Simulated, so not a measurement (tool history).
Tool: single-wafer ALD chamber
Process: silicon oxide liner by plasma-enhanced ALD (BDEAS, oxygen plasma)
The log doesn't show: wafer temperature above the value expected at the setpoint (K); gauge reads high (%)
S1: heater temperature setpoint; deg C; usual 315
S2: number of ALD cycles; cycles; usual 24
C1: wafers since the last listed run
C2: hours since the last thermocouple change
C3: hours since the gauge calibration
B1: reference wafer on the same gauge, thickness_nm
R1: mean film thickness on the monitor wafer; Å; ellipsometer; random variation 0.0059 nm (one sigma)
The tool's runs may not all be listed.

{"run": 1, "hour": 0.0, "S1": 315, "S2": 24, "C1": 0, "C2": 1761.3, "C3": 436.6, "B1": 2.696, "R1": 23.84}
{"run": 2, "hour": 49.8, "S1": 315, "S2": 27, "C1": 861, "C2": 1811.1, "C3": 486.4, "B1": 2.699, "R1": 26.77}
{"run": 3, "hour": 93.3, "S1": 315, "S2": 24, "C1": 752, "C2": 1854.6, "C3": 529.9, "B1": 2.7, "R1": 23.76}
{"run": 4, "hour": 146.6, "S1": 315, "S2": 24, "C1": 921, "C2": 1907.9, "C3": 583.2, "B1": 2.703, "R1": 23.82}
{"run": 5, "hour": 200.8, "S1": 315, "S2": 24, "C1": 937, "C2": 1962.1, "C3": 637.4, "B1": 2.705, "R1": 23.89}
{"run": 6, "hour": 303.4, "S1": 315, "S2": 24, "C1": 1774, "C2": 2064.7, "C3": 740.0, "B1": 2.709, "R1": 23.98}
{"run": 7, "hour": 363.3, "S1": 315, "S2": 24, "C1": 1036, "C2": 2124.6, "C3": 799.9, "B1": 2.712, "R1": 23.92}
{"run": 8, "hour": 398.9, "S1": 315, "S2": 24, "C1": 615, "C2": 2160.2, "C3": 835.5, "B1": 2.712, "R1": 23.98}
{"run": 9, "hour": 450.1, "S1": 315, "S2": 24, "C1": 885, "C2": 2211.4, "C3": 886.7, "B1": 2.717, "R1": 24.16}
{"run": 10, "hour": 517.5, "S1": 315, "S2": 24, "C1": 1165, "C2": 2278.8, "C3": 954.1, "B1": 2.718, "R1": 24.13}
{"run": 11, "hour": 565.2, "S1": 315, "S2": 24, "C1": 825, "C2": 2326.5, "C3": 1001.8, "B1": 2.721, "R1": 24.09}
{"run": 12, "hour": 631.0, "S1": 315, "S2": 24, "C1": 1138, "C2": 2392.3, "C3": 1067.6, "B1": 2.725, "R1": 24.08}
{"run": 13, "hour": 658.1, "S1": 315, "S2": 24, "C1": 468, "C2": 2419.4, "C3": 1094.7, "B1": 2.726, "R1": 24.06}
{"run": 14, "hour": 811.3, "S1": 315, "S2": 24, "C1": 2650, "C2": 2572.6, "C3": 1247.9, "B1": 2.732, "R1": 24.18}
{"run": 15, "hour": 838.4, "S1": 307, "S2": 24, "C1": 468, "C2": 2599.7, "C3": 1275.0, "B1": 2.733, "R1": 24.57}
{"hour": 849.8, "done": "thermocouple changed; heater temperature recalibrated"}
{"run": 16, "hour": 875.5, "S1": 307, "S2": 24, "C1": 503, "C2": 25.7, "C3": 1312.1, "B1": 2.736, "R1": 24.48}
{"run": 17, "hour": 920.5, "S1": 315, "S2": 24, "C1": 778, "C2": 70.7, "C3": 1357.1, "B1": 2.737, "R1": 24.08}
{"run": 18, "hour": 970.9, "S1": 308, "S2": 23, "C1": 871, "C2": 121.1, "C3": 1407.5, "B1": 2.738, "R1": 23.45}
{"hour": 1002.3, "done": "gauge calibrated"}
{"run": 19, "hour": 1038.0, "S1": 315, "S2": 24, "C1": 1160, "C2": 188.2, "C3": 35.7, "B1": 2.679, "R1": 23.68}

The next listed run, before its measurement:
{"run": 20, "hour": 1078.9, "S1": 315, "S2": 24, "C1": 707, "C2": 229.1, "C3": 76.6, "B1": "?", "R1": "?"}

B1: 2.678
R1: 23.71 Å
Without the tool's hidden state the same run would have given R1 23.71 Å.

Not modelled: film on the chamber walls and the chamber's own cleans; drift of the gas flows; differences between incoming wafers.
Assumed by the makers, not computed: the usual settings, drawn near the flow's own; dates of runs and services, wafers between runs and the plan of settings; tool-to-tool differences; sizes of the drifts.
